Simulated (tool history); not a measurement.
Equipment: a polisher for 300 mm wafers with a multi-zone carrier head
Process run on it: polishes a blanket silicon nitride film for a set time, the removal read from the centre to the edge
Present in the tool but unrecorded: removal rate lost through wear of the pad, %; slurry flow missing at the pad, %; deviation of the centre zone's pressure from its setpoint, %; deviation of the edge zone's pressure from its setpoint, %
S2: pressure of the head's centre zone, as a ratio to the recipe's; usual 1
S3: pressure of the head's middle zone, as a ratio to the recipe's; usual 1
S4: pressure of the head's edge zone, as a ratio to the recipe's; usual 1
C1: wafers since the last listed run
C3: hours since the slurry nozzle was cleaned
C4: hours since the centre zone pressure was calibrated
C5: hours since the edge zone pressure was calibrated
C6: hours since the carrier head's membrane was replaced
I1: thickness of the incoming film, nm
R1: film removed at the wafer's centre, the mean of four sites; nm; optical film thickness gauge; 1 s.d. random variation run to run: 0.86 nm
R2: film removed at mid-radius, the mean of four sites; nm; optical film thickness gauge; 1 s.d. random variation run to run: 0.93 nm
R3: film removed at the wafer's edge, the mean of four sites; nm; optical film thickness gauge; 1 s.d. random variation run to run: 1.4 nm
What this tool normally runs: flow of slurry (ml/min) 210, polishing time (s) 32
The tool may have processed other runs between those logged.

{"run": 1, "day": 0.0, "flow of slurry (ml/min)": 210, "S2": 1, "S3": 1, "S4": 1, "polishing time (s)": 32, "C1": 0, "wafers polished on this pad": 3, "C3": 437, "C4": 572.2, "C5": 1504.4, "C6": 1527.8, "I1": 409, "R1": 108.5, "R2": 108.4, "R3": 108.9}
{"run": 2, "day": 0.417, "flow of slurry (ml/min)": 210, "S2": 1, "S3": 1, "S4": 1, "polishing time (s)": 32, "C1": 102, "wafers polished on this pad": 106, "C3": 447, "C4": 582.2, "C5": 1514.4, "C6": 1537.8, "I1": 402.3, "R1": 109.2, "R2": 105.9, "R3": 110.9}
{"run": 3, "day": 1.038, "flow of slurry (ml/min)": 210, "S2": 1, "S3": 1, "S4": 1, "polishing time (s)": 32, "C1": 152, "wafers polished on this pad": 258, "C3": 461.9, "C4": 597.1, "C5": 1529.3, "C6": 1552.7, "I1": 393.6, "R1": 108, "R2": 105.8, "R3": 108.5}
{"run": 4, "day": 1.746, "flow of slurry (ml/min)": 210, "S2": 1, "S3": 1, "S4": 0.92, "polishing time (s)": 32, "C1": 174, "wafers polished on this pad": 432, "C3": 478.9, "C4": 614.1, "C5": 1546.3, "C6": 1569.7, "I1": 393.6, "R1": 107.9, "R2": 105.8, "R3": 105.2}
{"run": 5, "day": 2.092, "flow of slurry (ml/min)": 210, "S2": 1, "S3": 1, "S4": 0.92, "polishing time (s)": 32, "C1": 84, "wafers polished on this pad": 517, "C3": 487.2, "C4": 622.4, "C5": 1554.6, "C6": 1578, "I1": 399.2, "R1": 107.1, "R2": 105.5, "R3": 103.9}
{"day": 3.388, "done": "slurry nozzle cleaned"}
{"day": 3.5, "done": "edge zone pressure recalibrated"}
{"day": 3.988, "done": "centre zone pressure recalibrated"}
{"run": 6, "day": 4.246, "flow of slurry (ml/min)": 210, "S2": 1, "S3": 1, "S4": 1, "polishing time (s)": 32, "C1": 478, "wafers polished on this pad": 995, "C3": 20.6, "C4": 6.2, "C5": 17.9, "C6": 1629.7, "I1": 400.1, "R1": 101.9, "R2": 99.3, "R3": 102.7}
{"day": 4.654, "done": "carrier head's membrane replaced by a new one"}
{"run": 7, "day": 4.688, "flow of slurry (ml/min)": 210, "S2": 1, "S3": 1, "S4": 1, "polishing time (s)": 32, "C1": 57, "wafers polished on this pad": 1053, "C3": 31.2, "C4": 16.8, "C5": 28.5, "C6": 0.8, "I1": 403.7, "R1": 101.8, "R2": 98, "R3": 101.1}
{"day": 4.962, "done": "worn pad replaced by a new one"}
{"run": 8, "day": 5.038, "flow of slurry (ml/min)": 210, "S2": 1.08, "S3": 1, "S4": 1, "polishing time (s)": 32, "C1": 45, "wafers polished on this pad": 18, "C3": 39.6, "C4": 25.2, "C5": 36.9, "C6": 9.2, "I1": 402.7, "R1": 100.9, "R2": 91, "R3": 95.3}
{"run": 9, "day": 5.712, "flow of slurry (ml/min)": 160, "S2": 1.07, "S3": 1, "S4": 1, "polishing time (s)": 32, "C1": 165, "wafers polished on this pad": 184, "C3": 55.8, "C4": 41.4, "C5": 53.1, "C6": 25.4, "I1": 394.1, "R1": 94.5, "R2": 87.4, "R3": 89.9}
{"run": 10, "day": 6.175, "flow of slurry (ml/min)": 210, "S2": 1, "S3": 1, "S4": 1, "polishing time (s)": 32, "C1": 113, "wafers polished on this pad": 298, "C3": 66.9, "C4": 52.5, "C5": 64.2, "C6": 36.5, "I1": 404.5, "R1": 93.2, "R2": 91.8, "R3": 93.6}
{"run": 11, "day": 6.429, "flow of slurry (ml/min)": 155, "S2": 1, "S3": 0.96, "S4": 1, "polishing time (s)": 35, "C1": 62, "wafers polished on this pad": 360, "C3": 73, "C4": 58.6, "C5": 70.3, "C6": 42.6, "I1": 403.8, "R1": 94.2, "R2": 91.9, "R3": 97.8}
{"day": 6.7, "done": "worn pad replaced by a new one, repeated, since the last time left the tool worse"}
{"run": 12, "day": 6.758, "flow of slurry (ml/min)": 210, "S2": 1, "S3": 1, "S4": 1, "polishing time (s)": 32, "C1": 39, "wafers polished on this pad": 13, "C3": 80.9, "C4": 66.5, "C5": 78.2, "C6": 50.5, "I1": 398.8, "R1": 109.2, "R2": 105.8, "R3": 108.9}
{"run": 13, "day": 7.025, "flow of slurry (ml/min)": 255, "S2": 0.9, "S3": 0.92, "S4": 1, "polishing time (s)": 29, "C1": 65, "wafers polished on this pad": 79, "C3": 87.3, "C4": 72.9, "C5": 84.6, "C6": 56.9, "I1": 397.9, "R1": 91, "R2": 91.9, "R3": 100.9}
{"run": 14, "day": 7.358, "flow of slurry (ml/min)": 210, "S2": 1, "S3": 1, "S4": 1.12, "polishing time (s)": 25, "C1": 81, "wafers polished on this pad": 161, "C3": 95.3, "C4": 80.9, "C5": 92.6, "C6": 64.9, "I1": 397.4, "R1": 84.5, "R2": 82.7, "R3": 89.9}
{"run": 15, "day": 7.708, "flow of slurry (ml/min)": 210, "S2": 0.95, "S3": 1.08, "S4": 1.07, "polishing time (s)": 32, "C1": 86, "wafers polished on this pad": 247, "C3": 103.7, "C4": 89.3, "C5": 101, "C6": 73.3, "I1": 401.4, "R1": 101.4, "R2": 113, "R3": 110.7}
{"run": 16, "day": 8.204, "flow of slurry (ml/min)": 210, "S2": 1, "S3": 1, "S4": 1.05, "polishing time (s)": 29, "C1": 121, "wafers polished on this pad": 369, "C3": 115.6, "C4": 101.2, "C5": 112.9, "C6": 85.2, "I1": 398.4, "R1": 96.7, "R2": 95.4, "R3": 100.1}

Selected run-to-run steps in R1, each split into two signed amounts: the part the tool would show with no hidden state at all (from settings, incoming material and random variation), and the remainder, which goes to the hidden state together with any gauge scatter not common to the measured and the hidden-state-free results:
Run 11 -> 12: flow of slurry (ml/min) 155 -> 210, S3 0.96 -> 1, polishing time (s) 35 -> 32, worn pad replaced by a new one, repeated, since the last time left the tool worse. R1 +15 nm: hidden state +15.5, all else -0.5.
Run 12 -> 13: flow of slurry (ml/min) 210 -> 255, S2 1 -> 0.9, S3 1 -> 0.92, polishing time (s) 32 -> 29. R1 -18.2 nm: hidden state +0.2, all else -18.4.

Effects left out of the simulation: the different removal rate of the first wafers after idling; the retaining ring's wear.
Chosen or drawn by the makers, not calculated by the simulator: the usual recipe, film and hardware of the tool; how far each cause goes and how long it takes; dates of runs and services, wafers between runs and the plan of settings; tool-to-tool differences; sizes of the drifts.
